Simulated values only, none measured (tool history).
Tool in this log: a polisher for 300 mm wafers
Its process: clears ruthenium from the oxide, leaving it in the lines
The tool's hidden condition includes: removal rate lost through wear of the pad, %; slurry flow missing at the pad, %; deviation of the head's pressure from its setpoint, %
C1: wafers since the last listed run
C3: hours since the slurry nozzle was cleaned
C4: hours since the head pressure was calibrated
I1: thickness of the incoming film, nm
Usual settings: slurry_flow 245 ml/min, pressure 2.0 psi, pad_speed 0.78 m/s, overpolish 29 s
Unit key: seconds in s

run 1 day=0.000 | slurry_flow=245 pressure=2.0 pad_speed=0.56 overpolish=36 | C1=0 wafers_polished_on_this_pad=460 C3=133.7 C4=294.4 | I1=148.9 | seconds=222.5
run 2 day=0.329 | slurry_flow=245 pressure=2.0 pad_speed=0.56 overpolish=36 | C1=33 wafers_polished_on_this_pad=493 C3=141.6 C4=302.3 | I1=149.5 | seconds=219.6
run 3 day=0.817 | slurry_flow=245 pressure=2.0 pad_speed=0.56 overpolish=36 | C1=48 wafers_polished_on_this_pad=542 C3=153.3 C4=314.0 | I1=150.5 | seconds=223.3
run 4 day=1.467 | slurry_flow=290 pressure=2.0 pad_speed=0.78 overpolish=29 | C1=65 wafers_polished_on_this_pad=608 C3=168.9 C4=329.6 | I1=151.9 | seconds=158.9
run 5 day=2.100 | slurry_flow=245 pressure=2.0 pad_speed=0.78 overpolish=25 | C1=63 wafers_polished_on_this_pad=671 C3=184.1 C4=344.8 | I1=149.2 | seconds=160.0
run 6 day=2.496 | slurry_flow=245 pressure=2.4 pad_speed=0.78 overpolish=29 | C1=39 wafers_polished_on_this_pad=711 C3=193.6 C4=354.3 | I1=149.9 | seconds=141.7
run 7 day=2.783 | slurry_flow=245 pressure=2.4 pad_speed=0.78 overpolish=29 | C1=28 wafers_polished_on_this_pad=740 C3=200.5 C4=361.2 | I1=152.4 | seconds=144.6
run 8 day=3.054 | slurry_flow=245 pressure=2.4 pad_speed=0.78 overpolish=29 | C1=27 wafers_polished_on_this_pad=767 C3=207.0 C4=367.7 | I1=151.1 | seconds=144.2
run 9 day=3.312 | slurry_flow=205 pressure=2.0 pad_speed=0.88 overpolish=29 | C1=25 wafers_polished_on_this_pad=793 C3=213.2 C4=373.9 | I1=150.4 | seconds=147.8
-- day=3.454 slurry nozzle cleaned
run 10 day=4.362 | slurry_flow=245 pressure=2.0 pad_speed=0.78 overpolish=29 | C1=101 wafers_polished_on_this_pad=894 C3=21.8 C4=399.1 | I1=148.0 | seconds=163.2
run 11 day=4.925 | slurry_flow=245 pressure=2.0 pad_speed=0.78 overpolish=29 | C1=56 wafers_polished_on_this_pad=951 C3=35.3 C4=412.6 | I1=149.1 | seconds=162.6
run 12 day=5.638 | slurry_flow=245 pressure=2.0 pad_speed=0.78 overpolish=29 | C1=71 wafers_polished_on_this_pad=1022 C3=52.4 C4=429.7 | I1=148.2 | seconds=164.7
run 13 day=6.208 | slurry_flow=205 pressure=2.0 pad_speed=0.78 overpolish=29 | C1=57 wafers_polished_on_this_pad=1080 C3=66.1 C4=443.4 | I1=147.2 | seconds=169.8
-- day=6.842 worn pad replaced by a new one, of another model than before
run 14 day=6.862 | slurry_flow=205 pressure=2.0 pad_speed=0.78 overpolish=29 | C1=48 wafers_polished_on_this_pad=2 C3=81.8 C4=459.1 | I1=150.9 | seconds=178.5
-- day=7.029 head pressure recalibrated
run 15 day=8.050 | slurry_flow=205 pressure=2.0 pad_speed=0.78 overpolish=29 | C1=110 wafers_polished_on_this_pad=113 C3=110.3 C4=24.5 | I1=150.2 | seconds=162.9
run 16 day=8.538 | slurry_flow=185 pressure=2.0 pad_speed=0.78 overpolish=29 | C1=48 wafers_polished_on_this_pad=162 C3=122.0 C4=36.2 | I1=150.1 | seconds=167.7
run 17 day=9.108 | slurry_flow=245 pressure=2.0 pad_speed=0.78 overpolish=29 | C1=57 wafers_polished_on_this_pad=219 C3=135.7 C4=49.9 | I1=149.5 | seconds=157.2
run 18 day=9.692 | slurry_flow=205 pressure=1.4 pad_speed=0.96 overpolish=13 | C1=58 wafers_polished_on_this_pad=278 C3=149.7 C4=63.9 | I1=152.4 | seconds=208.6
run 19 day=10.104 | slurry_flow=245 pressure=2.2 pad_speed=0.98 overpolish=29 | C1=41 wafers_polished_on_this_pad=319 C3=159.6 C4=73.8 | I1=148.5 | seconds=126.3
run 20 day=10.404 | slurry_flow=245 pressure=2.0 pad_speed=0.78 overpolish=29 | C1=30 wafers_polished_on_this_pad=349 C3=166.8 C4=81.0 | I1=149.2 | seconds=156.6
run 21 day=10.675 | slurry_flow=205 pressure=2.0 pad_speed=0.78 overpolish=29 | C1=27 wafers_polished_on_this_pad=376 C3=173.3 C4=87.5 | I1=150.7 | seconds=166.3
run 22 day=11.392 | slurry_flow=300 pressure=1.7 pad_speed=0.78 overpolish=25 | C1=71 wafers_polished_on_this_pad=448 C3=190.5 C4=104.7 | I1=149.9 | seconds=184.3
-- day=11.475 slurry nozzle cleaned
run 23 day=12.058 | slurry_flow=245 pressure=2.0 pad_speed=1.02 overpolish=29 | C1=62 wafers_polished_on_this_pad=511 C3=14.0 C4=120.7 | I1=149.8 | seconds=136.4
run 24 day=12.750 | slurry_flow=245 pressure=2.0 pad_speed=0.78 overpolish=29 | C1=69 wafers_polished_on_this_pad=581 C3=30.6 C4=137.3 | I1=149.4 | seconds=164.3
run 25 day=13.092 | slurry_flow=320 pressure=1.5 pad_speed=0.92 overpolish=21 | C1=34 wafers_polished_on_this_pad=615 C3=38.8 C4=145.5 | I1=149.4 | seconds=186.0
run 26 day=13.808 | slurry_flow=315 pressure=2.0 pad_speed=0.78 overpolish=29 | C1=71 wafers_polished_on_this_pad=687 C3=56.0 C4=162.7 | I1=148.4 | seconds=156.2
run 27 day=14.467 | slurry_flow=165 pressure=1.7 pad_speed=0.78 overpolish=18 | C1=66 wafers_polished_on_this_pad=753 C3=71.8 C4=178.5 | I1=148.8 | seconds=204.3
run 28 day=14.967 | slurry_flow=245 pressure=2.0 pad_speed=0.78 overpolish=35 | C1=50 wafers_polished_on_this_pad=803 C3=83.8 C4=190.5 | I1=149.4 | seconds=163.0
run 29 day=15.688 | slurry_flow=175 pressure=1.8 pad_speed=0.88 overpolish=39 | C1=72 wafers_polished_on_this_pad=876 C3=101.1 C4=207.8 | I1=152.0 | seconds=185.2
run 30 day=17.033 | slurry_flow=245 pressure=2.0 pad_speed=0.78 overpolish=29 | C1=135 wafers_polished_on_this_pad=1011 C3=133.4 C4=240.1 | I1=147.1 | seconds=160.3
run 31 day=17.438 | slurry_flow=245 pressure=1.7 pad_speed=0.64 overpolish=35 | C1=40 wafers_polished_on_this_pad=1051 C3=143.1 C4=249.8 | I1=149.8 | seconds=215.8
run 32 day=18.238 | slurry_flow=220 pressure=2.0 pad_speed=1.04 overpolish=29 | C1=80 wafers_polished_on_this_pad=1132 C3=162.3 C4=269.0 | I1=148.7 | seconds=145.2
run 33 day=18.617 | slurry_flow=300 pressure=1.7 pad_speed=0.78 overpolish=25 | C1=38 wafers_polished_on_this_pad=1170 C3=171.4 C4=278.1 | I1=148.3 | seconds=191.3
run 34 day=18.912 | slurry_flow=325 pressure=1.5 pad_speed=0.78 overpolish=35 | C1=29 wafers_polished_on_this_pad=1200 C3=178.5 C4=285.2 | I1=151.3 | seconds=219.9
-- day=19.092 worn pad replaced by a new one
run 35 day=19.525 | slurry_flow=275 pressure=2.2 pad_speed=0.78 overpolish=29 | C1=44 wafers_polished_on_this_pad=43 C3=193.2 C4=299.9 | I1=149.9 | seconds=150.7

Measured minus without-hidden-state, run by run (identical run-to-run variation in each term; gauge scatter may differ):
run=1 seconds=+12.8
run=2 seconds=+12.9
run=3 seconds=+13.7
run=4 seconds=+10.2
run=5 seconds=+10.8
run=6 seconds=+9.8
run=7 seconds=+10.1
run=8 seconds=+10.3
run=9 seconds=+10.7
run=10 seconds=+12.7
run=11 seconds=+13.1
run=12 seconds=+13.8
run=13 seconds=+14.7
run=14 seconds=+20.2
run=15 seconds=+5.6
run=16 seconds=+6.2
run=17 seconds=+6.3
run=18 seconds=+9.2
run=19 seconds=+5.8
run=20 seconds=+7.6
run=21 seconds=+8.3
run=22 seconds=+10.0
run=23 seconds=+7.9
run=24 seconds=+10.2
run=25 seconds=+11.9
run=26 seconds=+10.7
run=27 seconds=+14.8
run=28 seconds=+12.3
run=29 seconds=+14.7
run=30 seconds=+14.0
run=31 seconds=+19.3
run=32 seconds=+13.8
run=33 seconds=+18.5
run=34 seconds=+21.7
run=35 seconds=+15.4
